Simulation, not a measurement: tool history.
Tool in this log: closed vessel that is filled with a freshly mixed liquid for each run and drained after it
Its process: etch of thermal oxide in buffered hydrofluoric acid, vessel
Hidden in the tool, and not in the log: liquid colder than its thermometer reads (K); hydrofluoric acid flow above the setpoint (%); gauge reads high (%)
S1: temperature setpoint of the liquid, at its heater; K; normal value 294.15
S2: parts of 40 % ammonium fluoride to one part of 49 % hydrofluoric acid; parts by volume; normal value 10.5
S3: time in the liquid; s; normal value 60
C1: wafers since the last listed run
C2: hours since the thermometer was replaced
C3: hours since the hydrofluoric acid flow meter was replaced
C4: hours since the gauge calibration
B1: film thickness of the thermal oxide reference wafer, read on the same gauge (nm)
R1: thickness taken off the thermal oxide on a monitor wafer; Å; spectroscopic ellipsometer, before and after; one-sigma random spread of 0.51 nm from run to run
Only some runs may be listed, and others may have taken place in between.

run   hour      S1    S2  S3    C1      C2      C3     C4     B1     R1
  1    0.0  297.65  10.5  60     0  1949.9   755.4  653.7  70.00  584.2
  2   67.0  297.65  10.5  60  7079  2016.9   822.4  720.7  69.99  590.5
  3  101.7  297.65  10.5  60  3666  2051.6   857.1  755.4  69.97  587.2
  4  127.9  294.15  10.5  60  2768  2077.8   883.3  781.6  69.98  489.0
  5  195.6  294.15  10.5  60  7153  2145.5   951.0  849.3  70.01  478.8
  6  265.1  294.15  13.5  60  7343  2215.0  1020.5  918.8  69.98  384.2
  7  297.8  294.15  13.5  60  3455  2247.7  1053.2  951.5  70.00  376.0
     351.7  -- gauge calibrated
  8  366.9  294.15  13.5  60  7301  2316.8  1122.3   15.2  70.02  377.7
  9  420.3  290.15  10.5  60  5642  2370.2  1175.7   68.6  69.99  377.9
 10  464.0  294.15  10.5  60  4617  2413.9  1219.4  112.3  69.98  486.0
 11  493.4  291.65  14.0  60  3106  2443.3  1248.8  141.7  70.04  313.3
 12  544.3  297.65  12.0  30  5378  2494.2  1299.7  192.6  69.99  254.4
     566.7  -- thermometer replaced
 13  592.7  292.15   8.0  90  5008    26.0  1348.1  241.0  70.00  936.0
     604.2  -- hydrofluoric acid flow meter replaced
 14  634.4  294.15  10.5  60  4300    67.7    30.2  282.7  69.98  533.3
 15  689.3  294.15  10.5  60  5801   122.6    85.1  337.6  70.00  547.3
 16  739.9  290.65  14.0  30  5346   173.2   135.7  388.2  70.00  165.0
 17  799.4  296.15  10.5  60  6287   232.7   195.2  447.7  70.00  588.9

Measured result minus the same run's result without the hidden state. Both carry the same run-to-run variation, though not necessarily the same gauge scatter:
run     R1
  1  -70.5
  2  -73.4
  3  -74.1
  4  -63.8
  5  -64.4
  6  -53.2
  7  -52.7
  8  -54.5
  9  -57.3
 10  -72.5
 11  -48.3
 12  -38.2
 13   -7.4
 14   -5.0
 15   -6.7
 16   -2.6
 17  -10.5
